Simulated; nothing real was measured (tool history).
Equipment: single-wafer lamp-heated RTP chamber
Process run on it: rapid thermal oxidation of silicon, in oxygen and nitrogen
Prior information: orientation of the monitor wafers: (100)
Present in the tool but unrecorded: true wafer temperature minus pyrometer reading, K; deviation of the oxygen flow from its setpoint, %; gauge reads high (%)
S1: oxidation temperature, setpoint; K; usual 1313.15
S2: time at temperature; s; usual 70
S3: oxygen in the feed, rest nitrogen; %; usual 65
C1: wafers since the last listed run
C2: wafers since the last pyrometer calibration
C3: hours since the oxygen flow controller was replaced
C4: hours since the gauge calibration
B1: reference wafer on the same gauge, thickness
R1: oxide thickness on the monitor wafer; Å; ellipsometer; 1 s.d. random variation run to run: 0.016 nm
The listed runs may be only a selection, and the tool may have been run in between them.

Run 1, day 0: usual settings; C1 0; C2 3118; C3 5091.9; C4 278.3; B1 6.296. Result: R1 61.88 Å.
Run 2, day 0.312: usual settings; C1 89; C2 3207; C3 5099.4; C4 285.8; B1 6.298. Result: R1 61.96 Å.
Run 3, day 0.696: usual settings; C1 109; C2 3317; C3 5108.6; C4 295; B1 6.289. Result: R1 62.09 Å.
Run 4, day 1.408: usual settings; C1 204; C2 3522; C3 5125.7; C4 312.1; B1 6.3. Result: R1 62.1 Å.
Run 5, day 1.704: usual settings; C1 84; C2 3606; C3 5132.8; C4 319.2; B1 6.292. Result: R1 62.23 Å.
Run 6, day 2.429: usual settings but S2 82 s; C1 207; C2 3814; C3 5150.2; C4 336.6; B1 6.304. Result: R1 66.56 Å.
Run 7, day 3: usual settings but S2 82 s; C1 163; C2 3978; C3 5163.9; C4 350.3; B1 6.308. Result: R1 66.8 Å.
Run 8, day 3.7: usual settings; C1 200; C2 4178; C3 5180.7; C4 367.1; B1 6.296. Result: R1 62.31 Å.
Run 9, day 4.45: usual settings; C1 214; C2 4393; C3 5198.7; C4 385.1; B1 6.304. Result: R1 62.26 Å.
Run 10, day 4.712: usual settings but S1 1304.15 K; C1 75; C2 4469; C3 5205; C4 391.4; B1 6.303. Result: R1 58.49 Å.
Run 11, day 5.188: usual settings but S1 1304.15 K; C1 136; C2 4605; C3 5216.4; C4 402.8; B1 6.296. Result: R1 58.42 Å.
Run 12, day 5.925: usual settings but S1 1323.15 K; C1 211; C2 4816; C3 5234.1; C4 420.5; B1 6.303. Result: R1 66.79 Å.
Run 13, day 6.654: usual settings but S1 1323.15 K; C1 209; C2 5025; C3 5251.6; C4 438; B1 6.301. Result: R1 66.69 Å.
Run 14, day 7.075: usual settings but S1 1323.15 K; C1 120; C2 5146; C3 5261.7; C4 448.1; B1 6.296. Result: R1 66.67 Å.
Run 15, day 7.342: usual settings; C1 76; C2 5222; C3 5268.1; C4 454.5; B1 6.306. Result: R1 62.46 Å.
Run 16, day 7.796: usual settings; C1 130; C2 5352; C3 5279; C4 465.4; B1 6.294. Result: R1 62.1 Å.
Run 17, day 8.167: usual settings but S1 1323.15 K, S2 43 s; C1 106; C2 5459; C3 5287.9; C4 474.3; B1 6.3. Result: R1 53.83 Å.
Run 18, day 8.583: usual settings but S1 1342.15 K; C1 119; C2 5578; C3 5297.9; C4 484.3; B1 6.302. Result: R1 75.62 Å.
Run 19, day 8.908: usual settings but S1 1291.15 K, S2 52 s, S3 91 %; C1 93; C2 5671; C3 5305.7; C4 492.1; B1 6.307. Result: R1 52.59 Å.
Run 20, day 9.471: usual settings but S1 1324.15 K, S2 85 s, S3 53 %; C1 161; C2 5833; C3 5319.2; C4 505.6; B1 6.299. Result: R1 68.11 Å.
Run 21, day 9.888: usual settings; C1 119; C2 5952; C3 5329.2; C4 515.6; B1 6.303. Result: R1 62.52 Å.
Run 22, day 10.621: usual settings; C1 210; C2 6162; C3 5346.8; C4 533.2; B1 6.299. Result: R1 62.23 Å.
At day 11.321: oxygen flow controller replaced.
Run 23, day 11.342: usual settings but S2 81 s, S3 80 %; C1 111; C2 6273; C3 0.5; C4 550.5; B1 6.301. Result: R1 71.56 Å.
Run 24, day 11.4: usual settings but S1 1295.15 K, S2 95 s, S3 36 %; C1 16; C2 6290; C3 1.9; C4 551.9; B1 6.303. Result: R1 51.05 Å.
At day 11.762: gauge calibrated.
Run 25, day 12.012: usual settings but S1 1296.15 K, S2 98 s, S3 77 %; C1 175; C2 6466; C3 16.6; C4 6; B1 6.302. Result: R1 68.58 Å.
Run 26, day 12.312: usual settings but S1 1304.15 K, S2 44 s, S3 48 %; C1 85; C2 6552; C3 23.8; C4 13.2; B1 6.304. Result: R1 43.26 Å.
Run 27, day 13.054: usual settings; C1 212; C2 6764; C3 41.6; C4 31; B1 6.3. Result: R1 62.42 Å.
Run 28, day 13.475: usual settings but S1 1296.15 K, S2 98 s, S3 77 %; C1 120; C2 6885; C3 51.7; C4 41.1; B1 6.307. Result: R1 68.22 Å.
Run 29, day 15.654: usual settings but S1 1302.15 K, S2 90 s, S3 53 %; C1 624; C2 7509; C3 104; C4 93.4; B1 6.297. Result: R1 60.01 Å.
At day 16.067: pyrometer window cleaned and pyrometer calibrated.
Run 30, day 16.696: usual settings; C1 203; C2 180; C3 129; C4 118.4; B1 6.307. Result: R1 60.81 Å.
Run 31, day 17.308: usual settings; C1 175; C2 355; C3 143.7; C4 133.1; B1 6.296. Result: R1 61.29 Å.
Run 32, day 18.746: usual settings; C1 412; C2 767; C3 178.2; C4 167.6; B1 6.302. Result: R1 61.3 Å.
Run 33, day 19.404: usual settings but S1 1295.15 K, S3 43 %; C1 188; C2 956; C3 194; C4 183.4; B1 6.297. Result: R1 46.89 Å.
Run 34, day 19.838: usual settings but S1 1294.15 K, S2 59 s, S3 79 %; C1 124; C2 1080; C3 204.4; C4 193.8; B1 6.296. Result: R1 53.56 Å.
Run 35, day 20.096: usual settings but S2 40 s, S3 82 %; C1 74; C2 1154; C3 210.6; C4 200; B1 6.302. Result: R1 52.19 Å.

Alternative continuations, all from the tool just after run 35; predict every row:
Run A, day 20.112: usual settings; C1 4; C2 1159; C3 211; C4 200.4; B1 ?. Result: R1 ?.
Run B, day 20.112: usual settings but S1 1294.15 K, S2 98 s, S3 76 %; C1 4; C2 1159; C3 211; C4 200.4; B1 ?. Result: R1 ?.
Run C, day 20.112: usual settings but S1 1295.15 K; C1 4; C2 1159; C3 211; C4 200.4; B1 ?. Result: R1 ?.

run     B1     R1
  A  6.299  61.75
  B  6.299  66.43
  C  6.299  54.43
With the hidden condition removed and each run's random variation left untouched, the same runs would have given:
run     R1
  A  61.18
  B   65.8
  C  53.93

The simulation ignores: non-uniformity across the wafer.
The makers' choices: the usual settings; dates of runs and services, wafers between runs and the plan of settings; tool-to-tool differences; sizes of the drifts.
